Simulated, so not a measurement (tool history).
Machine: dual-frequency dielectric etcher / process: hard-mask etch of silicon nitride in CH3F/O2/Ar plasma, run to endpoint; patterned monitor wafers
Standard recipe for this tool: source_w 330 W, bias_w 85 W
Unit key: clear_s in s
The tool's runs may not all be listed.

run	day	source_w	bias_w	incoming incoming film thickness, nm	clear_s
1	0	330	85	52.4	79.8
# day 0.817: wet clean of the chamber
2	2.254	270	85	52.3	87.2
3	5.008	270	85	51.2	85.3
4	6.554	270	85	51.9	86.7
5	8.458	330	85	52.1	77.1
6	11.046	330	85	52.5	78.9
7	13.946	330	85	52.4	79.2
8	15.183	330	85	51.5	77.5
9	18.154	330	85	51.8	79.9
# day 20.267: wet clean of the chamber
10	20.621	360	76	52	75.5
11	23.246	290	85	52.2	83.3
12	25.192	290	85	51.6	81.7
13	26.921	330	70	51.8	84.2
14	28.479	330	70	51.7	84.9
15	29.762	260	85	51.7	89.3
# day 31.458: source power generator calibrated
16	31.479	330	85	52.2	77.9
17	34.15	390	85	51.9	70.9
18	36.583	260	73	51.9	99.6
# day 39.104: bias power generator calibrated
# day 39.175: wet clean of the chamber
19	39.196	300	74	52.1	85.6
# day 40.592: upper electrode replaced
20	41.475	260	71	52.2	98.4
21	43.788	350	93	51.7	70.6
22	46.771	330	97	52.5	73.4
23	48.879	330	85	51.8	78
# day 54.312: wet clean of the chamber
24	54.333	250	96	51.9	84.9
25	55.771	330	85	51.4	75.6
26	57.458	360	91	51.9	69.6
27	60.283	380	95	51.9	67.2
28	63.029	380	66	52.2	81.9

How would selected steps in clear_s from run to run divide? Give the signed amount a tool lacking its hidden state would still show from settings, what came in and random variation, and the signed amount left for the hidden state, including any gauge scatter that is not in both of the compared results.
Hidden conditions of the tool in this case: etch rate over this chamber's usual, %; source power that arrives over what is set, %; bias power that arrives over what is set, %.
Run 9 -> 10: source_w 330 -> 360, bias_w 85 -> 76, wet clean of the chamber. clear_s -4.4 s: hidden state -4.3, all else -0.1.
Run 17 -> 18: source_w 390 -> 260, bias_w 85 -> 73. clear_s +28.7 s: hidden state +1.7, all else +27.
Run 18 -> 19: source_w 260 -> 300, bias_w 73 -> 74, bias power generator calibrated, wet clean of the chamber. clear_s -14 s: hidden state -4.2, all else -9.8.
Run 20 -> 21: source_w 260 -> 350, bias_w 71 -> 93. clear_s -27.8 s: hidden state +0.3, all else -28.1.

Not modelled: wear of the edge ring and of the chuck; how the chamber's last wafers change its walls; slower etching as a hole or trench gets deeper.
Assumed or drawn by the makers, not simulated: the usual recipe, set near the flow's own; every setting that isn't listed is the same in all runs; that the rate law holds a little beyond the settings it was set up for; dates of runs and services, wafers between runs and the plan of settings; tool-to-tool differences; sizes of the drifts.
